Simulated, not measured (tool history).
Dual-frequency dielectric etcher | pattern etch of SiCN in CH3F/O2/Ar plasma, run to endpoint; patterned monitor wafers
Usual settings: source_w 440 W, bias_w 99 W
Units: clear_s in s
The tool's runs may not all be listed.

| run | hour | source_w | bias_w | incoming incoming film thickness, nm | clear_s |
|---|---|---|---|---|---|
| 1 | 0 | 440 | 99 | 9.75 | 22.8 |
| 2 | 33.2 | 440 | 99 | 9.7 | 22.6 |
| 3 | 50.1 | 440 | 99 | 9.65 | 22.6 |
| 4 | 70.7 | 440 | 99 | 9.78 | 22.8 |
| 5 | 172.3 | 440 | 99 | 9.66 | 22.2 |
|  | 215.6 | upper electrode replaced, of another model than before |
| 6 | 216.1 | 440 | 99 | 9.76 | 22.6 |
| 7 | 226.7 | 440 | 99 | 9.7 | 22.2 |
| 8 | 240.6 | 440 | 99 | 9.71 | 22.3 |
| 9 | 265.3 | 440 | 86 | 9.73 | 23 |
| 10 | 297.8 | 440 | 99 | 9.82 | 22.5 |
|  | 304.8 | source power generator calibrated |
| 11 | 320.9 | 350 | 85 | 9.62 | 25.7 |
|  | 341.9 | bias power generator calibrated |
|  | 352.7 | wet clean of the chamber |
| 12 | 353.2 | 410 | 107 | 9.74 | 23.9 |
| 13 | 420.5 | 350 | 76 | 9.69 | 27.8 |
| 14 | 454.7 | 370 | 99 | 9.73 | 25.5 |

What the log doesn't show, run by run:
source power that arrives over what is set, %: 0 in every run
bias power that arrives over what is set, %: 0 in every run
H1: etch rate over this chamber's usual, %
| run | H1 |
|---|---|
| 1 | 2.44 |
| 2 | 2.71 |
| 3 | 2.85 |
| 4 | 3.02 |
| 5 | 3.85 |
| 6 | 4.21 |
| 7 | 4.29 |
| 8 | 4.41 |
| 9 | 4.61 |
| 10 | 4.87 |
| 11 | 5.06 |
| 12 | -0.467 |
| 13 | 0.0828 |
| 14 | 0.362 |

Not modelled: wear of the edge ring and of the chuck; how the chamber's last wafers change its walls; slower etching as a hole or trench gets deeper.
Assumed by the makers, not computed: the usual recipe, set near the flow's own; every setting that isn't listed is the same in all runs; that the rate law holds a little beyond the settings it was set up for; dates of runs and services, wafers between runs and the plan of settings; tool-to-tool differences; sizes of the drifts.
